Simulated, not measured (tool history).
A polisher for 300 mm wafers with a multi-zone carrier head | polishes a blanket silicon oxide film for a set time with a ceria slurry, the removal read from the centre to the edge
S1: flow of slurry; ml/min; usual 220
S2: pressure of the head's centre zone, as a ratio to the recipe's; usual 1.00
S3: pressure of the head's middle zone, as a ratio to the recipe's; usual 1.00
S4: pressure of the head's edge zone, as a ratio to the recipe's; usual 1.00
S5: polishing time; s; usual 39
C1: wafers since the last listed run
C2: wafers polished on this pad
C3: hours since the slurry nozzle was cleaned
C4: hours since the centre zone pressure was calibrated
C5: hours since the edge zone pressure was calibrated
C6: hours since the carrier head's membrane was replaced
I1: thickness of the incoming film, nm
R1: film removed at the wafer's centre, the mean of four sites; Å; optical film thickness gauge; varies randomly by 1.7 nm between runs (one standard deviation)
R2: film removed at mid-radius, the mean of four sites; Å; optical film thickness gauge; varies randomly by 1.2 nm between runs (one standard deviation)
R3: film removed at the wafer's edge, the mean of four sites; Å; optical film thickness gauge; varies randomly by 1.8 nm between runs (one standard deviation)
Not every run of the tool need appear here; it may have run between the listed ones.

run,hour,S1,S2,S3,S4,S5,C1,C2,C3,C4,C5,C6,I1,R1,R2,R3
1,0.0,220,1.00,1.00,1.00,39,0,86,147.0,217.0,39.6,23.9,1855.1,1501,1425,1394
2,34.9,255,1.00,1.00,1.00,39,425,512,181.9,251.9,74.5,58.8,1829.1,1511,1465,1405
3,57.9,220,1.00,1.00,1.00,39,280,792,204.9,274.9,97.5,81.8,1836.1,1493,1443,1430
4,80.0,220,1.00,1.00,1.00,39,269,1061,227.0,297.0,119.6,103.9,1862.2,1482,1440,1422
5,115.0,160,1.00,1.00,1.00,39,426,1488,262.0,332.0,154.6,138.9,1848.0,1389,1350,1334
6,144.8,195,1.00,1.00,1.00,39,363,1852,291.8,361.8,184.4,168.7,1873.7,1469,1397,1359
7,158.4,175,1.00,0.97,1.04,44,165,2017,305.4,375.4,198.0,182.3,1883.5,1563,1494,1537
8,184.4,220,1.00,1.00,1.07,39,317,2334,331.4,401.4,224.0,208.3,1860.1,1436,1426,1443
9,208.5,220,1.00,0.89,1.00,39,293,2628,355.5,425.5,248.1,232.4,1840.9,1474,1284,1433
# hour 223.4: worn pad replaced by a new one
10,226.2,220,0.95,1.00,1.05,39,167,34,373.2,443.2,265.8,250.1,1865.4,1395,1443,1432
11,260.8,295,1.00,1.00,1.00,39,421,456,407.8,477.8,300.4,284.7,1901.8,1533,1504,1449
12,290.6,220,1.00,1.00,1.00,39,363,819,437.6,507.6,330.2,314.5,1889.1,1452,1425,1399
13,322.6,220,1.00,1.00,1.00,44,390,1210,469.6,539.6,362.2,346.5,1839.8,1646,1610,1543
14,385.3,220,1.00,1.00,1.00,49,764,1974,532.3,602.3,424.9,409.2,1846.3,1832,1748,1773
# hour 417.4: worn pad replaced by a new one
15,419.3,220,1.00,1.00,1.00,39,365,23,566.3,636.3,458.9,443.2,1830.8,1441,1382,1370
16,433.7,220,1.00,1.00,1.00,39,175,198,580.7,650.7,473.3,457.6,1888.1,1412,1386,1375
17,469.6,220,1.00,1.00,1.00,39,437,636,616.6,686.6,509.2,493.5,1847.5,1418,1395,1384
18,504.8,220,1.00,1.00,1.00,39,429,1065,651.8,721.8,544.4,528.7,1874.4,1431,1377,1394
19,518.9,270,1.10,1.00,1.04,32,171,1237,665.9,735.9,558.5,542.8,1845.6,1324,1170,1170
20,534.7,220,1.00,0.96,1.00,39,192,1430,681.7,751.7,574.3,558.6,1868.7,1424,1334,1376
21,548.0,220,0.91,1.00,1.00,34,162,1592,695.0,765.0,587.6,571.9,1875.3,1106,1195,1163

Measured less the same run without the tool's hidden state. The same run-to-run variation is in both; the gauge's scatter may not be:
Hidden state present: removal rate lost through wear of the pad, %; slurry flow missing at the pad, %; deviation of the centre zone's pressure from its setpoint, %; deviation of the edge zone's pressure from its setpoint, %.
run,R1,R2,R3
1,-16,-14,-10
2,-15,-14,-10
3,-19,-16,-12
4,-20,-18,-13
5,-30,-26,-18
6,-27,-23,-17
7,-35,-30,-22
8,-27,-23,-18
9,-30,-23,-19
10,-30,-28,-20
11,-27,-23,-17
12,-39,-33,-25
13,-48,-42,-30
14,-65,-56,-41
15,-58,-49,-37
16,-59,-52,-37
17,-67,-59,-43
18,-76,-65,-48
19,-58,-46,-35
20,-83,-70,-53
21,-67,-65,-46

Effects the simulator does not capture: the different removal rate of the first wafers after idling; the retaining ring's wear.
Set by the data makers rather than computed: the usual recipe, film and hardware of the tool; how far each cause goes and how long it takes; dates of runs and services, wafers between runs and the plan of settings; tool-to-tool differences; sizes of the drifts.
